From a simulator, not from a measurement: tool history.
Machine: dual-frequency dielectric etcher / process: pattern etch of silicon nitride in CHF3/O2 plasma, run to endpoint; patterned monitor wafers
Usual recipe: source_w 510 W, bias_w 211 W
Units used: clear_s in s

run   hour  source_w  bias_w  wafers since the last listed run  hours since the last wet clean  hours since the last source power generator calibration  hours since the last bias power generator calibration  hours since the last upper electrode change  incoming incoming film thickness, nm  clear_s
  1    0.0       580     211                                 0                            78.0                                                   2942.9                                                 3123.2                                       3876.0                                  52.8     34.7
  2   18.4       580     211                               145                            96.4                                                   2961.3                                                 3141.6                                       3894.4                                  52.8     35.0
  3   38.1       580     211                               156                           116.1                                                   2981.0                                                 3161.3                                       3914.1                                  53.1     34.7
  4   61.9       510     211                               188                           139.9                                                   3004.8                                                 3185.1                                       3937.9                                  52.6     36.7
  5   91.4       510     211                               233                           169.4                                                   3034.3                                                 3214.6                                       3967.4                                  52.7     36.8
  6  117.4       510     211                               206                           195.4                                                   3060.3                                                 3240.6                                       3993.4                                  52.8     36.8
  7  138.0       510     211                               163                           216.0                                                   3080.9                                                 3261.2                                       4014.0                                  53.1     36.8
  8  165.6       510     211                               218                           243.6                                                   3108.5                                                 3288.8                                       4041.6                                  52.2     36.4
     194.3  -- source power generator calibrated
  9  198.3       510     211                               227                           276.3                                                      4.0                                                 3321.5                                       4074.3                                  53.1     37.0
     235.3  -- upper electrode replaced
 10  235.8       510     211                               107                           313.8                                                     41.5                                                 3359.0                                          0.5                                  53.0     36.9
 11  236.1       510     226                                 2                           314.1                                                     41.8                                                 3359.3                                          0.8                                  53.1     36.5
     244.7  -- bias power generator calibrated
 12  258.0       510     176                               141                           336.0                                                     63.7                                                   13.3                                         22.7                                  52.8     37.9
 13  286.1       510     211                               222                           364.1                                                     91.8                                                   41.4                                         50.8                                  52.6     36.6
     313.7  -- wet clean of the chamber
 14  314.2       510     211                                32                             0.5                                                    119.9                                                   69.5                                         78.9                                  52.4     36.3
 15  335.3       430     225                               167                            21.6                                                    141.0                                                   90.6                                        100.0                                  52.5     39.1
 16  354.9       510     211                               155                            41.2                                                    160.6                                                  110.2                                        119.6                                  52.8     36.6
 17  384.3       470     180                               233                            70.6                                                    190.0                                                  139.6                                        149.0                                  52.5     39.2
 18  404.6       470     181                               160                            90.9                                                    210.3                                                  159.9                                        169.3                                  53.5     40.0
 19  429.5       460     211                               197                           115.8                                                    235.2                                                  184.8                                        194.2                                  52.5     38.3
 20  484.3       430     175                               434                           170.6                                                    290.0                                                  239.6                                        249.0                                  52.7     41.4
 21  503.5       510     211                               152                           189.8                                                    309.2                                                  258.8                                        268.2                                  52.5     36.4
 22  521.0       470     211                               138                           207.3                                                    326.7                                                  276.3                                        285.7                                  52.6     38.1
 23  539.6       570     194                               147                           225.9                                                    345.3                                                  294.9                                        304.3                                  52.9     35.8

Describe how what the log doesn't record of the tool's condition differs between the last listed run preceding each entry between runs and the first listed run following it.
Logged between run 8 and run 9: source power generator calibrated (hour 194.3)
  nothing in the hidden state changes from one run to the other
Logged between run 9 and run 10: upper electrode replaced (hour 235.3)
  nothing in the hidden state changes from one run to the other
Logged between run 11 and run 12: bias power generator calibrated (hour 244.7)
  nothing in the hidden state changes from one run to the other
Logged between run 13 and run 14: wet clean of the chamber (hour 313.7)
  nothing in the hidden state changes from one run to the other
